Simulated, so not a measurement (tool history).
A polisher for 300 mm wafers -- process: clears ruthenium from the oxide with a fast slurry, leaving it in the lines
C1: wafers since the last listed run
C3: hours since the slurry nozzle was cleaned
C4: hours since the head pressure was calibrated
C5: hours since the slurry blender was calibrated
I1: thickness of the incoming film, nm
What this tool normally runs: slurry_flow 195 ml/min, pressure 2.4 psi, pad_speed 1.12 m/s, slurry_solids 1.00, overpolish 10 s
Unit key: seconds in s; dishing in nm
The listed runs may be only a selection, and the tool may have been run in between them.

{"run": 1, "hour": 0.0, "slurry_flow": 195, "pressure": 2.4, "pad_speed": 1.12, "slurry_solids": 1.1, "overpolish": 10, "C1": 0, "wafers polished on this pad": 1040, "C3": 102.5, "C4": 114.9, "C5": 122.7, "I1": 151.0, "seconds": 31.4, "dishing": 40.3}
{"run": 2, "hour": 21.8, "slurry_flow": 145, "pressure": 2.4, "pad_speed": 1.12, "slurry_solids": 1.15, "overpolish": 10, "C1": 292, "wafers polished on this pad": 1332, "C3": 124.3, "C4": 136.7, "C5": 144.5, "I1": 149.9, "seconds": 31.5, "dishing": 39.5}
{"run": 3, "hour": 57.8, "slurry_flow": 195, "pressure": 2.4, "pad_speed": 1.12, "slurry_solids": 1.0, "overpolish": 10, "C1": 483, "wafers polished on this pad": 1816, "C3": 160.3, "C4": 172.7, "C5": 180.5, "I1": 151.0, "seconds": 33.5, "dishing": 39.3}
{"hour": 72.5, "done": "worn pad replaced by a new one"}
{"run": 4, "hour": 83.4, "slurry_flow": 195, "pressure": 2.4, "pad_speed": 1.12, "slurry_solids": 1.0, "overpolish": 10, "C1": 290, "wafers polished on this pad": 146, "C3": 185.9, "C4": 198.3, "C5": 206.1, "I1": 152.6, "seconds": 32.5, "dishing": 39.5}
{"hour": 149.6, "done": "slurry blender recalibrated"}
{"run": 5, "hour": 166.6, "slurry_flow": 195, "pressure": 2.4, "pad_speed": 1.12, "slurry_solids": 1.0, "overpolish": 10, "C1": 1090, "wafers polished on this pad": 1237, "C3": 269.1, "C4": 281.5, "C5": 17.0, "I1": 149.2, "seconds": 31.4, "dishing": 39.8}
{"run": 6, "hour": 193.5, "slurry_flow": 215, "pressure": 2.1, "pad_speed": 1.12, "slurry_solids": 1.0, "overpolish": 10, "C1": 361, "wafers polished on this pad": 1598, "C3": 296.0, "C4": 308.4, "C5": 43.9, "I1": 147.7, "seconds": 34.6, "dishing": 36.2}
{"run": 7, "hour": 221.8, "slurry_flow": 215, "pressure": 2.1, "pad_speed": 1.12, "slurry_solids": 1.0, "overpolish": 10, "C1": 380, "wafers polished on this pad": 1978, "C3": 324.3, "C4": 336.7, "C5": 72.2, "I1": 150.2, "seconds": 35.6, "dishing": 35.9}
{"hour": 236.8, "done": "worn pad replaced by a new one"}
{"run": 8, "hour": 243.4, "slurry_flow": 215, "pressure": 2.1, "pad_speed": 1.12, "slurry_solids": 1.0, "overpolish": 10, "C1": 236, "wafers polished on this pad": 89, "C3": 345.9, "C4": 358.3, "C5": 93.8, "I1": 152.5, "seconds": 35.7, "dishing": 35.6}
{"hour": 270.8, "done": "head pressure recalibrated"}
{"run": 9, "hour": 271.7, "slurry_flow": 235, "pressure": 2.4, "pad_speed": 1.12, "slurry_solids": 1.0, "overpolish": 10, "C1": 353, "wafers polished on this pad": 442, "C3": 374.2, "C4": 0.9, "C5": 122.1, "I1": 150.9, "seconds": 32.2, "dishing": 38.6}
{"run": 10, "hour": 298.3, "slurry_flow": 235, "pressure": 2.4, "pad_speed": 1.12, "slurry_solids": 1.0, "overpolish": 10, "C1": 357, "wafers polished on this pad": 799, "C3": 400.8, "C4": 27.5, "C5": 148.7, "I1": 148.7, "seconds": 32.3, "dishing": 38.9}
{"run": 11, "hour": 332.4, "slurry_flow": 235, "pressure": 2.4, "pad_speed": 1.12, "slurry_solids": 1.0, "overpolish": 10, "C1": 458, "wafers polished on this pad": 1257, "C3": 434.9, "C4": 61.6, "C5": 182.8, "I1": 148.2, "seconds": 31.8, "dishing": 39.4}
{"run": 12, "hour": 346.6, "slurry_flow": 195, "pressure": 2.4, "pad_speed": 1.12, "slurry_solids": 1.0, "overpolish": 10, "C1": 190, "wafers polished on this pad": 1448, "C3": 449.1, "C4": 75.8, "C5": 197.0, "I1": 151.7, "seconds": 33.3, "dishing": 39.2}
{"run": 13, "hour": 359.5, "slurry_flow": 195, "pressure": 2.4, "pad_speed": 1.12, "slurry_solids": 1.0, "overpolish": 10, "C1": 173, "wafers polished on this pad": 1621, "C3": 462.0, "C4": 88.7, "C5": 209.9, "I1": 150.9, "seconds": 32.9, "dishing": 37.9}
{"hour": 381.8, "done": "slurry blender recalibrated"}
{"run": 14, "hour": 392.4, "slurry_flow": 195, "pressure": 2.4, "pad_speed": 0.72, "slurry_solids": 1.0, "overpolish": 10, "C1": 415, "wafers polished on this pad": 2037, "C3": 494.9, "C4": 121.6, "C5": 10.6, "I1": 150.5, "seconds": 52.0, "dishing": 25.3}
{"hour": 403.1, "done": "worn pad replaced by a new one"}
{"run": 15, "hour": 423.6, "slurry_flow": 195, "pressure": 2.4, "pad_speed": 1.12, "slurry_solids": 1.0, "overpolish": 10, "C1": 365, "wafers polished on this pad": 275, "C3": 526.1, "C4": 152.8, "C5": 41.8, "I1": 152.3, "seconds": 32.7, "dishing": 38.0}
{"run": 16, "hour": 454.5, "slurry_flow": 235, "pressure": 2.4, "pad_speed": 1.12, "slurry_solids": 1.25, "overpolish": 10, "C1": 415, "wafers polished on this pad": 690, "C3": 557.0, "C4": 183.7, "C5": 72.7, "I1": 150.3, "seconds": 28.2, "dishing": 45.2}
{"run": 17, "hour": 470.0, "slurry_flow": 260, "pressure": 2.4, "pad_speed": 1.34, "slurry_solids": 0.75, "overpolish": 13, "C1": 208, "wafers polished on this pad": 899, "C3": 572.5, "C4": 199.2, "C5": 88.2, "I1": 151.8, "seconds": 32.3, "dishing": 49.3}
{"run": 18, "hour": 485.7, "slurry_flow": 140, "pressure": 3.2, "pad_speed": 1.12, "slurry_solids": 1.0, "overpolish": 10, "C1": 210, "wafers polished on this pad": 1110, "C3": 588.2, "C4": 214.9, "C5": 103.9, "I1": 152.9, "seconds": 27.6, "dishing": 46.6}
{"hour": 491.1, "done": "slurry nozzle cleaned"}
{"run": 19, "hour": 529.5, "slurry_flow": 195, "pressure": 2.4, "pad_speed": 1.12, "slurry_solids": 1.0, "overpolish": 10, "C1": 574, "wafers polished on this pad": 1685, "C3": 38.4, "C4": 258.7, "C5": 147.7, "I1": 149.5, "seconds": 32.4, "dishing": 38.0}
{"hour": 550.5, "done": "worn pad replaced by a new one"}
{"run": 20, "hour": 560.0, "slurry_flow": 195, "pressure": 2.9, "pad_speed": 1.12, "slurry_solids": 1.0, "overpolish": 10, "C1": 355, "wafers polished on this pad": 127, "C3": 68.9, "C4": 289.2, "C5": 178.2, "I1": 151.7, "seconds": 28.8, "dishing": 43.2}
{"run": 21, "hour": 587.6, "slurry_flow": 220, "pressure": 2.4, "pad_speed": 1.3, "slurry_solids": 0.9, "overpolish": 13, "C1": 370, "wafers polished on this pad": 498, "C3": 96.5, "C4": 316.8, "C5": 205.8, "I1": 149.6, "seconds": 29.4, "dishing": 54.1}
{"run": 22, "hour": 605.4, "slurry_flow": 195, "pressure": 2.4, "pad_speed": 1.24, "slurry_solids": 0.75, "overpolish": 10, "C1": 239, "wafers polished on this pad": 737, "C3": 114.3, "C4": 334.6, "C5": 223.6, "I1": 148.0, "seconds": 34.5, "dishing": 35.6}
{"hour": 621.9, "done": "head pressure recalibrated"}
{"run": 23, "hour": 622.4, "slurry_flow": 235, "pressure": 1.7, "pad_speed": 1.12, "slurry_solids": 1.2, "overpolish": 10, "C1": 201, "wafers polished on this pad": 939, "C3": 131.3, "C4": 0.5, "C5": 240.6, "I1": 149.4, "seconds": 37.7, "dishing": 33.6}
{"run": 24, "hour": 649.0, "slurry_flow": 215, "pressure": 2.9, "pad_speed": 0.94, "slurry_solids": 1.0, "overpolish": 6, "C1": 357, "wafers polished on this pad": 1296, "C3": 157.9, "C4": 27.1, "C5": 267.2, "I1": 150.0, "seconds": 32.3, "dishing": 23.2}
{"hour": 656.3, "done": "slurry blender recalibrated"}
{"run": 25, "hour": 682.5, "slurry_flow": 175, "pressure": 2.7, "pad_speed": 1.12, "slurry_solids": 1.0, "overpolish": 10, "C1": 423, "wafers polished on this pad": 1719, "C3": 191.4, "C4": 60.6, "C5": 26.2, "I1": 151.6, "seconds": 30.1, "dishing": 41.4}
{"run": 26, "hour": 708.2, "slurry_flow": 170, "pressure": 3.0, "pad_speed": 1.12, "slurry_solids": 1.0, "overpolish": 10, "C1": 345, "wafers polished on this pad": 2064, "C3": 217.1, "C4": 86.3, "C5": 51.9, "I1": 149.4, "seconds": 27.3, "dishing": 43.9}
{"hour": 722.3, "done": "worn pad replaced by a new one"}
{"run": 27, "hour": 722.8, "slurry_flow": 165, "pressure": 2.4, "pad_speed": 1.12, "slurry_solids": 1.0, "overpolish": 10, "C1": 142, "wafers polished on this pad": 6, "C3": 231.7, "C4": 100.9, "C5": 66.5, "I1": 151.9, "seconds": 34.6, "dishing": 37.5}
{"run": 28, "hour": 751.4, "slurry_flow": 195, "pressure": 2.4, "pad_speed": 1.12, "slurry_solids": 1.0, "overpolish": 10, "C1": 384, "wafers polished on this pad": 390, "C3": 260.3, "C4": 129.5, "C5": 95.1, "I1": 149.8, "seconds": 32.9, "dishing": 38.5}
{"run": 29, "hour": 775.8, "slurry_flow": 195, "pressure": 2.4, "pad_speed": 1.12, "slurry_solids": 1.0, "overpolish": 10, "C1": 327, "wafers polished on this pad": 718, "C3": 284.7, "C4": 153.9, "C5": 119.5, "I1": 153.2, "seconds": 33.1, "dishing": 39.4}

Alternative continuations, all from the tool just after run 29; predict every row:
{"run": "A", "hour": 776.2, "slurry_flow": 195, "pressure": 2.4, "pad_speed": 1.12, "slurry_solids": 1.0, "overpolish": 10, "C1": 5, "wafers polished on this pad": 723, "C3": 285.1, "C4": 154.3, "C5": 119.9, "I1": 150.6, "seconds": "?", "dishing": "?"}
{"run": "B", "hour": 776.2, "slurry_flow": 220, "pressure": 2.4, "pad_speed": 1.12, "slurry_solids": 1.1, "overpolish": 10, "C1": 5, "wafers polished on this pad": 723, "C3": 285.1, "C4": 154.3, "C5": 119.9, "I1": 150.6, "seconds": "?", "dishing": "?"}
{"run": "C", "hour": 776.2, "slurry_flow": 175, "pressure": 3.0, "pad_speed": 1.12, "slurry_solids": 0.75, "overpolish": 16, "C1": 5, "wafers polished on this pad": 723, "C3": 285.1, "C4": 154.3, "C5": 119.9, "I1": 150.6, "seconds": "?", "dishing": "?"}

run=A seconds=32.4 dishing=38.1
run=B seconds=30.3 dishing=40.6
run=C seconds=33.6 dishing=56.3
Without the tool's unlogged condition, the same runs would have read:
run=A seconds=32.4 dishing=38.1
run=B seconds=30.3 dishing=40.6
run=C seconds=33.6 dishing=56.3
